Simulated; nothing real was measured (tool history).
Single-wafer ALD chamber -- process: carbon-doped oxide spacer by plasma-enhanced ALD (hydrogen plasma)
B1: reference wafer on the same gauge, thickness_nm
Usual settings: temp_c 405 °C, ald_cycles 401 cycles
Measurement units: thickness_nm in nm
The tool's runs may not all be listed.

{"run": 1, "hour": 0.0, "temp_c": 405, "ald_cycles": 401, "B1": 17.908, "thickness_nm": 22.003}
{"run": 2, "hour": 34.4, "temp_c": 405, "ald_cycles": 401, "B1": 17.895, "thickness_nm": 21.992}
{"run": 3, "hour": 87.8, "temp_c": 405, "ald_cycles": 401, "B1": 17.887, "thickness_nm": 21.914}
{"run": 4, "hour": 134.1, "temp_c": 414, "ald_cycles": 453, "B1": 17.894, "thickness_nm": 24.054}
{"run": 5, "hour": 162.7, "temp_c": 411, "ald_cycles": 401, "B1": 17.899, "thickness_nm": 21.516}
{"run": 6, "hour": 187.9, "temp_c": 396, "ald_cycles": 451, "B1": 17.898, "thickness_nm": 25.192}
{"run": 7, "hour": 259.8, "temp_c": 396, "ald_cycles": 451, "B1": 17.899, "thickness_nm": 25.129}
{"run": 8, "hour": 329.6, "temp_c": 405, "ald_cycles": 401, "B1": 17.913, "thickness_nm": 21.916}
{"run": 9, "hour": 414.2, "temp_c": 405, "ald_cycles": 401, "B1": 17.893, "thickness_nm": 21.856}
{"run": 10, "hour": 454.6, "temp_c": 405, "ald_cycles": 401, "B1": 17.906, "thickness_nm": 21.93}
{"run": 11, "hour": 503.3, "temp_c": 412, "ald_cycles": 401, "B1": 17.895, "thickness_nm": 21.301}
{"run": 12, "hour": 587.4, "temp_c": 410, "ald_cycles": 401, "B1": 17.906, "thickness_nm": 21.52}
{"run": 13, "hour": 630.9, "temp_c": 410, "ald_cycles": 401, "B1": 17.9, "thickness_nm": 21.447}
{"run": 14, "hour": 682.9, "temp_c": 410, "ald_cycles": 401, "B1": 17.889, "thickness_nm": 21.411}
{"run": 15, "hour": 722.0, "temp_c": 405, "ald_cycles": 401, "B1": 17.9, "thickness_nm": 21.87}
{"run": 16, "hour": 769.5, "temp_c": 405, "ald_cycles": 401, "B1": 17.898, "thickness_nm": 21.745}
{"hour": 820.5, "done": "gauge calibrated"}
{"run": 17, "hour": 837.2, "temp_c": 405, "ald_cycles": 401, "B1": 17.895, "thickness_nm": 21.809}
{"run": 18, "hour": 871.7, "temp_c": 405, "ald_cycles": 401, "B1": 17.906, "thickness_nm": 21.809}
{"hour": 905.1, "done": "thermocouple changed; heater temperature recalibrated"}
{"run": 19, "hour": 906.6, "temp_c": 415, "ald_cycles": 401, "B1": 17.908, "thickness_nm": 20.734}
{"run": 20, "hour": 948.6, "temp_c": 415, "ald_cycles": 401, "B1": 17.895, "thickness_nm": 20.698}
{"run": 21, "hour": 1009.4, "temp_c": 415, "ald_cycles": 401, "B1": 17.904, "thickness_nm": 20.701}
{"run": 22, "hour": 1074.0, "temp_c": 405, "ald_cycles": 346, "B1": 17.902, "thickness_nm": 18.526}
{"run": 23, "hour": 1125.6, "temp_c": 405, "ald_cycles": 472, "B1": 17.9, "thickness_nm": 25.186}
{"run": 24, "hour": 1160.2, "temp_c": 419, "ald_cycles": 427, "B1": 17.901, "thickness_nm": 21.664}
{"run": 25, "hour": 1231.1, "temp_c": 414, "ald_cycles": 379, "B1": 17.905, "thickness_nm": 19.703}
{"run": 26, "hour": 1264.9, "temp_c": 410, "ald_cycles": 401, "B1": 17.905, "thickness_nm": 21.078}
{"hour": 1303.5, "done": "thermocouple changed; heater temperature recalibrated, repeated, since the last time left the tool worse"}
{"run": 27, "hour": 1310.5, "temp_c": 392, "ald_cycles": 401, "B1": 17.903, "thickness_nm": 22.448}
{"run": 28, "hour": 1360.3, "temp_c": 414, "ald_cycles": 475, "B1": 17.916, "thickness_nm": 25.337}
{"run": 29, "hour": 1423.5, "temp_c": 405, "ald_cycles": 401, "B1": 17.901, "thickness_nm": 22.048}
{"run": 30, "hour": 1491.6, "temp_c": 405, "ald_cycles": 364, "B1": 17.905, "thickness_nm": 20.07}
{"run": 31, "hour": 1545.9, "temp_c": 399, "ald_cycles": 340, "B1": 17.897, "thickness_nm": 19.054}
{"run": 32, "hour": 1588.9, "temp_c": 405, "ald_cycles": 323, "B1": 17.905, "thickness_nm": 17.822}
{"run": 33, "hour": 1646.3, "temp_c": 405, "ald_cycles": 401, "B1": 17.902, "thickness_nm": 22.067}
{"run": 34, "hour": 1698.1, "temp_c": 405, "ald_cycles": 401, "B1": 17.901, "thickness_nm": 22.059}
{"run": 35, "hour": 1766.9, "temp_c": 419, "ald_cycles": 430, "B1": 17.916, "thickness_nm": 22.522}
{"run": 36, "hour": 1807.3, "temp_c": 420, "ald_cycles": 378, "B1": 17.91, "thickness_nm": 19.73}
{"run": 37, "hour": 1836.8, "temp_c": 397, "ald_cycles": 361, "B1": 17.906, "thickness_nm": 20.279}
{"run": 38, "hour": 1874.6, "temp_c": 409, "ald_cycles": 454, "B1": 17.889, "thickness_nm": 24.58}
{"run": 39, "hour": 1915.3, "temp_c": 397, "ald_cycles": 440, "B1": 17.889, "thickness_nm": 24.624}
{"run": 40, "hour": 1970.1, "temp_c": 419, "ald_cycles": 401, "B1": 17.918, "thickness_nm": 20.975}
{"run": 41, "hour": 2031.9, "temp_c": 413, "ald_cycles": 461, "B1": 17.91, "thickness_nm": 24.626}
{"run": 42, "hour": 2095.2, "temp_c": 395, "ald_cycles": 401, "B1": 17.899, "thickness_nm": 22.431}

A few steps of thickness_nm between consecutive runs. Split each: what settings, incoming material and random variation would produce without the hidden state, and what is left over for the hidden state, along with gauge scatter present in only one of the two compared results (measured, and without hidden state):
Hidden state present: wafer temperature above the value expected at the setpoint (K); gauge reads high (%).
Run 18 -> 19: temp_c 405 -> 415, thermocouple changed; heater temperature recalibrated. thickness_nm -1.075 nm: hidden state -0.276, all else -0.799.
Run 22 -> 23: ald_cycles 346 -> 472. thickness_nm +6.660 nm: hidden state -0.185, all else +6.845.
Run 26 -> 27: temp_c 410 -> 392, thermocouple changed; heater temperature recalibrated, repeated, since the last time left the tool worse. thickness_nm +1.370 nm: hidden state +0.596, all else +0.774.
Run 32 -> 33: ald_cycles 323 -> 401. thickness_nm +4.245 nm: hidden state -0.005, all else +4.250.
Run 37 -> 38: temp_c 397 -> 409, ald_cycles 361 -> 454. thickness_nm +4.301 nm: hidden state -0.030, all else +4.331.

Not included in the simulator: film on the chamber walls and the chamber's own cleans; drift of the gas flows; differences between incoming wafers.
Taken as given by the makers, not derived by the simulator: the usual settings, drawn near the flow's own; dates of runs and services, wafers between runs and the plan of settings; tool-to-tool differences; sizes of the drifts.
